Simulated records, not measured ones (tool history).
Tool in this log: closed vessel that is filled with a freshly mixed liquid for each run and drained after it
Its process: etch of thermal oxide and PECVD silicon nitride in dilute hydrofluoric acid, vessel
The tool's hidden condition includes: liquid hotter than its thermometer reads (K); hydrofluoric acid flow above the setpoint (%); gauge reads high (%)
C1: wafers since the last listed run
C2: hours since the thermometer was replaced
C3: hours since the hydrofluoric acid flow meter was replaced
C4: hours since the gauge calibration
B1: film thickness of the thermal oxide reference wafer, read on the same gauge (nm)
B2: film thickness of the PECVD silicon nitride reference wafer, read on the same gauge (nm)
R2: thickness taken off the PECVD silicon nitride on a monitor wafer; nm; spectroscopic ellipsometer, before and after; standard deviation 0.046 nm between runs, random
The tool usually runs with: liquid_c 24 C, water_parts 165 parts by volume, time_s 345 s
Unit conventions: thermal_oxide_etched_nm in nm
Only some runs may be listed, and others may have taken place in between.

{"run": 1, "hour": 0.0, "liquid_c": 24, "water_parts": 165, "time_s": 345, "C1": 0, "C2": 39.5, "C3": 614.3, "C4": 1966.3, "B1": 59.99, "B2": 140.02, "thermal_oxide_etched_nm": 10.69, "R2": 7.97}
{"run": 2, "hour": 47.7, "liquid_c": 24, "water_parts": 165, "time_s": 345, "C1": 2927, "C2": 87.2, "C3": 662.0, "C4": 2014.0, "B1": 59.98, "B2": 140.01, "thermal_oxide_etched_nm": 10.72, "R2": 8.03}
{"hour": 49.2, "done": "gauge calibrated"}
{"run": 3, "hour": 103.8, "liquid_c": 24, "water_parts": 165, "time_s": 210, "C1": 3442, "C2": 143.3, "C3": 718.1, "C4": 54.6, "B1": 59.97, "B2": 139.99, "thermal_oxide_etched_nm": 6.55, "R2": 4.87}
{"run": 4, "hour": 209.8, "liquid_c": 24, "water_parts": 165, "time_s": 210, "C1": 6505, "C2": 249.3, "C3": 824.1, "C4": 160.6, "B1": 59.99, "B2": 140.01, "thermal_oxide_etched_nm": 6.52, "R2": 4.91}
{"hour": 282.6, "done": "hydrofluoric acid flow meter replaced"}
{"run": 5, "hour": 292.1, "liquid_c": 24, "water_parts": 165, "time_s": 345, "C1": 4989, "C2": 331.6, "C3": 9.5, "C4": 242.9, "B1": 59.98, "B2": 140.02, "thermal_oxide_etched_nm": 10.49, "R2": 7.95}
{"run": 6, "hour": 344.9, "liquid_c": 24, "water_parts": 165, "time_s": 345, "C1": 3240, "C2": 384.4, "C3": 62.3, "C4": 295.7, "B1": 60.03, "B2": 139.99, "thermal_oxide_etched_nm": 10.47, "R2": 7.9}
{"run": 7, "hour": 415.6, "liquid_c": 21, "water_parts": 165, "time_s": 345, "C1": 4338, "C2": 455.1, "C3": 133.0, "C4": 366.4, "B1": 59.99, "B2": 140.0, "thermal_oxide_etched_nm": 9.4, "R2": 6.51}
{"run": 8, "hour": 482.4, "liquid_c": 21, "water_parts": 205, "time_s": 535, "C1": 4099, "C2": 521.9, "C3": 199.8, "C4": 433.2, "B1": 59.99, "B2": 139.99, "thermal_oxide_etched_nm": 11.26, "R2": 8.23}
{"run": 9, "hour": 578.8, "liquid_c": 24, "water_parts": 165, "time_s": 345, "C1": 5915, "C2": 618.3, "C3": 296.2, "C4": 529.6, "B1": 60.0, "B2": 139.97, "thermal_oxide_etched_nm": 10.61, "R2": 8.02}
{"run": 10, "hour": 668.0, "liquid_c": 28, "water_parts": 165, "time_s": 345, "C1": 5474, "C2": 707.5, "C3": 385.4, "C4": 618.8, "B1": 60.02, "B2": 140.01, "thermal_oxide_etched_nm": 12.34, "R2": 10.35}
{"run": 11, "hour": 739.6, "liquid_c": 24, "water_parts": 165, "time_s": 265, "C1": 4394, "C2": 779.1, "C3": 457.0, "C4": 690.4, "B1": 60.01, "B2": 140.02, "thermal_oxide_etched_nm": 8.23, "R2": 6.23}
{"run": 12, "hour": 823.1, "liquid_c": 24, "water_parts": 165, "time_s": 345, "C1": 5124, "C2": 862.6, "C3": 540.5, "C4": 773.9, "B1": 59.98, "B2": 140.0, "thermal_oxide_etched_nm": 10.77, "R2": 8.14}
{"run": 13, "hour": 870.1, "liquid_c": 24, "water_parts": 165, "time_s": 550, "C1": 2884, "C2": 909.6, "C3": 587.5, "C4": 820.9, "B1": 59.99, "B2": 140.0, "thermal_oxide_etched_nm": 17.24, "R2": 13.12}
{"run": 14, "hour": 968.1, "liquid_c": 24, "water_parts": 205, "time_s": 170, "C1": 6014, "C2": 1007.6, "C3": 685.5, "C4": 918.9, "B1": 60.0, "B2": 140.0, "thermal_oxide_etched_nm": 4.15, "R2": 3.29}
{"run": 15, "hour": 1024.3, "liquid_c": 24, "water_parts": 140, "time_s": 400, "C1": 3448, "C2": 1063.8, "C3": 741.7, "C4": 975.1, "B1": 60.0, "B2": 140.0, "thermal_oxide_etched_nm": 15.42, "R2": 11.43}
{"run": 16, "hour": 1119.2, "liquid_c": 24, "water_parts": 165, "time_s": 550, "C1": 5823, "C2": 1158.7, "C3": 836.6, "C4": 1070.0, "B1": 60.02, "B2": 140.0, "thermal_oxide_etched_nm": 17.58, "R2": 13.26}
{"hour": 1158.6, "done": "hydrofluoric acid flow meter replaced"}
{"run": 17, "hour": 1198.2, "liquid_c": 24, "water_parts": 135, "time_s": 535, "C1": 4786, "C2": 1237.7, "C3": 39.6, "C4": 1149.0, "B1": 59.99, "B2": 140.02, "thermal_oxide_etched_nm": 21.02, "R2": 15.39}
{"run": 18, "hour": 1291.5, "liquid_c": 24, "water_parts": 100, "time_s": 345, "C1": 5725, "C2": 1331.0, "C3": 132.9, "C4": 1242.3, "B1": 59.99, "B2": 139.98, "thermal_oxide_etched_nm": 19.06, "R2": 13.43}

Expected results for the next run?
{"run": 19, "hour": 1388.4, "liquid_c": 27, "water_parts": 105, "time_s": 345, "C1": 5946, "C2": 1427.9, "C3": 229.8, "C4": 1339.2, "B1": "?", "B2": "?", "thermal_oxide_etched_nm": "?", "R2": "?"}

Run 19 measured B1 60.02, B2 139.97, thermal_oxide_etched_nm 20.57 nm, R2 15.73 nm.
If the tool had no hidden condition, the same run with the same run-to-run variation would have returned thermal_oxide_etched_nm 19.63 nm, R2 14.68 nm.
